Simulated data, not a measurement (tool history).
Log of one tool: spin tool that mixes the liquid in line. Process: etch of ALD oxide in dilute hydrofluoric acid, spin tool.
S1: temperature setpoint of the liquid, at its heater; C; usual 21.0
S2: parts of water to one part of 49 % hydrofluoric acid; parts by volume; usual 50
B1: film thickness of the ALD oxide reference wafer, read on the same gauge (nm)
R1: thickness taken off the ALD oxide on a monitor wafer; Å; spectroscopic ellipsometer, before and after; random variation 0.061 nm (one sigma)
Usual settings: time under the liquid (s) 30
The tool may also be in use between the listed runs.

{"run": 1, "hour": 0.0, "S1": 21.0, "S2": 40, "time under the liquid (s)": 30, "B1": 100.01, "R1": 152.5}
{"run": 2, "hour": 90.4, "S1": 21.0, "S2": 40, "time under the liquid (s)": 30, "B1": 99.96, "R1": 153.3}
{"run": 3, "hour": 135.5, "S1": 21.0, "S2": 50, "time under the liquid (s)": 30, "B1": 99.99, "R1": 121.6}
{"run": 4, "hour": 196.8, "S1": 21.0, "S2": 50, "time under the liquid (s)": 30, "B1": 100.0, "R1": 120.7}
{"run": 5, "hour": 255.2, "S1": 21.0, "S2": 50, "time under the liquid (s)": 30, "B1": 99.97, "R1": 119.2}
{"run": 6, "hour": 296.8, "S1": 21.0, "S2": 65, "time under the liquid (s)": 40, "B1": 99.98, "R1": 120.0}
{"run": 7, "hour": 392.0, "S1": 21.0, "S2": 65, "time under the liquid (s)": 40, "B1": 99.99, "R1": 121.5}
{"run": 8, "hour": 436.5, "S1": 21.0, "S2": 65, "time under the liquid (s)": 40, "B1": 100.0, "R1": 120.2}
{"run": 9, "hour": 494.6, "S1": 18.5, "S2": 50, "time under the liquid (s)": 30, "B1": 100.03, "R1": 107.7}
{"run": 10, "hour": 564.1, "S1": 21.0, "S2": 50, "time under the liquid (s)": 45, "B1": 100.0, "R1": 180.0}
{"run": 11, "hour": 605.3, "S1": 21.0, "S2": 50, "time under the liquid (s)": 45, "B1": 99.97, "R1": 179.0}
{"run": 12, "hour": 689.9, "S1": 23.5, "S2": 50, "time under the liquid (s)": 15, "B1": 99.96, "R1": 65.9}
{"run": 13, "hour": 783.6, "S1": 17.0, "S2": 65, "time under the liquid (s)": 15, "B1": 99.98, "R1": 37.8}
{"run": 14, "hour": 854.8, "S1": 17.0, "S2": 50, "time under the liquid (s)": 20, "B1": 99.99, "R1": 66.6}
{"run": 15, "hour": 897.2, "S1": 21.0, "S2": 60, "time under the liquid (s)": 15, "B1": 99.96, "R1": 48.5}
{"run": 16, "hour": 942.1, "S1": 21.0, "S2": 50, "time under the liquid (s)": 30, "B1": 100.05, "R1": 117.8}
{"run": 17, "hour": 1015.9, "S1": 22.5, "S2": 50, "time under the liquid (s)": 30, "B1": 99.98, "R1": 124.5}
{"run": 18, "hour": 1073.1, "S1": 23.0, "S2": 50, "time under the liquid (s)": 30, "B1": 99.94, "R1": 128.0}
{"run": 19, "hour": 1121.8, "S1": 21.0, "S2": 75, "time under the liquid (s)": 45, "B1": 99.97, "R1": 114.0}
{"run": 20, "hour": 1208.6, "S1": 25.0, "S2": 40, "time under the liquid (s)": 45, "B1": 99.97, "R1": 264.9}
{"run": 21, "hour": 1250.0, "S1": 23.5, "S2": 50, "time under the liquid (s)": 30, "B1": 100.04, "R1": 129.8}
{"hour": 1306.1, "done": "hydrofluoric acid flow meter replaced"}
{"hour": 1328.8, "done": "thermometer replaced"}
{"run": 22, "hour": 1329.3, "S1": 21.0, "S2": 50, "time under the liquid (s)": 20, "B1": 100.01, "R1": 80.9}
{"hour": 1411.7, "done": "gauge calibrated"}
{"run": 23, "hour": 1433.6, "S1": 21.0, "S2": 50, "time under the liquid (s)": 30, "B1": 99.99, "R1": 121.5}
{"run": 24, "hour": 1501.8, "S1": 24.0, "S2": 50, "time under the liquid (s)": 20, "B1": 100.02, "R1": 91.8}
{"run": 25, "hour": 1608.4, "S1": 21.0, "S2": 50, "time under the liquid (s)": 45, "B1": 100.02, "R1": 182.8}
{"run": 26, "hour": 1707.1, "S1": 21.0, "S2": 55, "time under the liquid (s)": 30, "B1": 100.0, "R1": 110.6}
{"run": 27, "hour": 1744.3, "S1": 23.5, "S2": 30, "time under the liquid (s)": 40, "B1": 100.02, "R1": 307.8}
{"run": 28, "hour": 1809.9, "S1": 21.0, "S2": 60, "time under the liquid (s)": 40, "B1": 99.97, "R1": 133.0}
{"run": 29, "hour": 1862.7, "S1": 21.0, "S2": 50, "time under the liquid (s)": 30, "B1": 100.02, "R1": 120.5}
{"run": 30, "hour": 1953.7, "S1": 24.0, "S2": 50, "time under the liquid (s)": 25, "B1": 99.98, "R1": 114.1}
{"run": 31, "hour": 1999.6, "S1": 21.0, "S2": 50, "time under the liquid (s)": 30, "B1": 100.01, "R1": 120.3}
{"run": 32, "hour": 2046.3, "S1": 25.0, "S2": 50, "time under the liquid (s)": 30, "B1": 100.0, "R1": 142.4}
{"run": 33, "hour": 2132.2, "S1": 21.0, "S2": 50, "time under the liquid (s)": 30, "B1": 99.97, "R1": 120.5}

Forecast each of these 5 alternatives for the next run:
{"run": "A", "hour": 2132.6, "S1": 21.0, "S2": 50, "time under the liquid (s)": 30, "B1": "?", "R1": "?"}
{"run": "B", "hour": 2132.6, "S1": 21.0, "S2": 50, "time under the liquid (s)": 15, "B1": "?", "R1": "?"}
{"run": "C", "hour": 2132.6, "S1": 17.5, "S2": 50, "time under the liquid (s)": 30, "B1": "?", "R1": "?"}
{"run": "D", "hour": 2132.6, "S1": 18.0, "S2": 50, "time under the liquid (s)": 40, "B1": "?", "R1": "?"}
{"run": "E", "hour": 2132.6, "S1": 21.0, "S2": 35, "time under the liquid (s)": 15, "B1": "?", "R1": "?"}

run=A B1=100.01 R1=120.2
run=B B1=100.01 R1=60.1
run=C B1=100.01 R1=103.5
run=D B1=100.01 R1=141.0
run=E B1=100.01 R1=87.5
Without the tool's hidden state the same runs would have given:
run=A R1=123.3
run=B R1=61.6
run=C R1=106.1
run=D R1=144.6
run=E R1=89.7
